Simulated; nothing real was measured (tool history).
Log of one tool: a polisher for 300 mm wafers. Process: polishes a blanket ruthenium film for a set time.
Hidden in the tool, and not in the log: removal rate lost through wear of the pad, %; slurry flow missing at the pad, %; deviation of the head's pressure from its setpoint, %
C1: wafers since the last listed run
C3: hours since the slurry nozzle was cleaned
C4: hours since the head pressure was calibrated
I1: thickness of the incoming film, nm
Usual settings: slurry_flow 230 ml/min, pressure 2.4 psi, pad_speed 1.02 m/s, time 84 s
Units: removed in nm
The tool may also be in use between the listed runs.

run 1 hour=0 | slurry_flow=290 pressure=2.4 pad_speed=1.02 time=84 | C1=0 wafers_polished_on_this_pad=361 C3=252.3 C4=145.5 | I1=346.3 | removed=107.2
run 2 hour=45.1 | slurry_flow=290 pressure=2.4 pad_speed=1.02 time=84 | C1=358 wafers_polished_on_this_pad=719 C3=297.4 C4=190.6 | I1=349.8 | removed=105
run 3 hour=109.3 | slurry_flow=230 pressure=2.4 pad_speed=1.02 time=84 | C1=510 wafers_polished_on_this_pad=1230 C3=361.6 C4=254.8 | I1=349.5 | removed=104.4
run 4 hour=154.9 | slurry_flow=230 pressure=2.4 pad_speed=1.02 time=84 | C1=362 wafers_polished_on_this_pad=1592 C3=407.2 C4=300.4 | I1=351.2 | removed=103.7
-- hour=236.2 head pressure recalibrated
-- hour=302.2 worn pad replaced by a new one
run 5 hour=319.3 | slurry_flow=230 pressure=2.4 pad_speed=1.02 time=84 | C1=1259 wafers_polished_on_this_pad=135 C3=571.6 C4=83.1 | I1=348.1 | removed=106.1
run 6 hour=357.7 | slurry_flow=230 pressure=2.4 pad_speed=1.02 time=84 | C1=305 wafers_polished_on_this_pad=440 C3=610 C4=121.5 | I1=349.1 | removed=104.5
run 7 hour=464.7 | slurry_flow=230 pressure=2.4 pad_speed=1.02 time=84 | C1=850 wafers_polished_on_this_pad=1291 C3=717 C4=228.5 | I1=348.3 | removed=104.4
run 8 hour=535.3 | slurry_flow=230 pressure=2.4 pad_speed=1.02 time=84 | C1=561 wafers_polished_on_this_pad=1852 C3=787.6 C4=299.1 | I1=345.9 | removed=104.3
run 9 hour=586.2 | slurry_flow=230 pressure=2 pad_speed=1.02 time=70 | C1=404 wafers_polished_on_this_pad=2257 C3=838.5 C4=350 | I1=353.8 | removed=76.5
-- hour=589.6 head pressure recalibrated
run 10 hour=632.7 | slurry_flow=230 pressure=2 pad_speed=1.02 time=70 | C1=353 wafers_polished_on_this_pad=2610 C3=885 C4=43.1 | I1=357.7 | removed=72.5
-- hour=667.5 worn pad replaced by a new one
run 11 hour=668.1 | slurry_flow=230 pressure=2.4 pad_speed=1.02 time=84 | C1=249 wafers_polished_on_this_pad=4 C3=920.4 C4=78.5 | I1=357.8 | removed=104.2
run 12 hour=700.7 | slurry_flow=230 pressure=2.4 pad_speed=1.02 time=84 | C1=259 wafers_polished_on_this_pad=263 C3=953 C4=111.1 | I1=351.4 | removed=105.4
-- hour=713.7 slurry nozzle cleaned
run 13 hour=764.1 | slurry_flow=195 pressure=2.4 pad_speed=1.02 time=84 | C1=495 wafers_polished_on_this_pad=759 C3=50.4 C4=174.5 | I1=347 | removed=102.2
run 14 hour=805.5 | slurry_flow=195 pressure=2.4 pad_speed=1.02 time=84 | C1=329 wafers_polished_on_this_pad=1088 C3=91.8 C4=215.9 | I1=354 | removed=101.3
run 15 hour=864.6 | slurry_flow=195 pressure=2.4 pad_speed=1.02 time=84 | C1=469 wafers_polished_on_this_pad=1558 C3=150.9 C4=275 | I1=352.4 | removed=101.9
run 16 hour=890.1 | slurry_flow=230 pressure=2.4 pad_speed=1.02 time=84 | C1=202 wafers_polished_on_this_pad=1761 C3=176.4 C4=300.5 | I1=352.1 | removed=103.4
-- hour=915.2 head pressure recalibrated
run 17 hour=958.1 | slurry_flow=230 pressure=2.4 pad_speed=1.02 time=84 | C1=524 wafers_polished_on_this_pad=2285 C3=244.4 C4=42.9 | I1=352.6 | removed=99.4
run 18 hour=1018.1 | slurry_flow=190 pressure=1.9 pad_speed=0.66 time=57 | C1=476 wafers_polished_on_this_pad=2762 C3=304.4 C4=102.9 | I1=352.9 | removed=41.5
run 19 hour=1076.5 | slurry_flow=230 pressure=2.4 pad_speed=0.7 time=92 | C1=464 wafers_polished_on_this_pad=3226 C3=362.8 C4=161.3 | I1=351 | removed=80.8
-- hour=1084.8 worn pad replaced by a new one
run 20 hour=1101.2 | slurry_flow=230 pressure=2 pad_speed=1.02 time=70 | C1=164 wafers_polished_on_this_pad=130 C3=387.5 C4=186 | I1=350.8 | removed=78.7
run 21 hour=1137.7 | slurry_flow=310 pressure=2.2 pad_speed=1.02 time=84 | C1=290 wafers_polished_on_this_pad=420 C3=424 C4=222.5 | I1=346.9 | removed=102.1

The next listed run, before its measurement:
run 22 hour=1191.9 | slurry_flow=230 pressure=2.4 pad_speed=1.02 time=84 | C1=430 wafers_polished_on_this_pad=851 C3=478.2 C4=276.7 | I1=347.5 | removed=?

{"run 22": {"removed": 106.1}}
Without the tool's hidden state the same run would have given removed 105.9 nm.
